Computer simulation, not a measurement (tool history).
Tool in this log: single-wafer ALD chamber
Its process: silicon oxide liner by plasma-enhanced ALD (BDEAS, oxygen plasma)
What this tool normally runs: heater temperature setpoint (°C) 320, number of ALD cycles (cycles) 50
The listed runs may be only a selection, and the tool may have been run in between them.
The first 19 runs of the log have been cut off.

run	hour	heater temperature setpoint (°C)	number of ALD cycles (cycles)	read-back reference wafer on the same gauge, thickness_nm	mean film thickness on the monitor wafer (Å)
20	472.7	310	50	4.238	51.12
# hour 480.9: gauge calibrated
21	493.7	320	50	4.347	51.81
22	517.8	320	50	4.346	51.83
23	544.4	325	41	4.346	42.39
24	579	314	56	4.341	58.57
25	607.4	320	60	4.347	62.3
26	642.9	320	50	4.345	52.11
27	673.2	320	50	4.34	51.82
28	703.7	315	50	4.341	51.96
29	720.9	326	53	4.341	54.41

Forecast run 30:
30	755.5	329	45	?	?

Run 30 yielded read-back reference wafer on the same gauge, thickness_nm 4.341, mean film thickness on the monitor wafer (Å) 46.3.
Without the tool's hidden state the same run would have given mean film thickness on the monitor wafer (Å) 46.4.
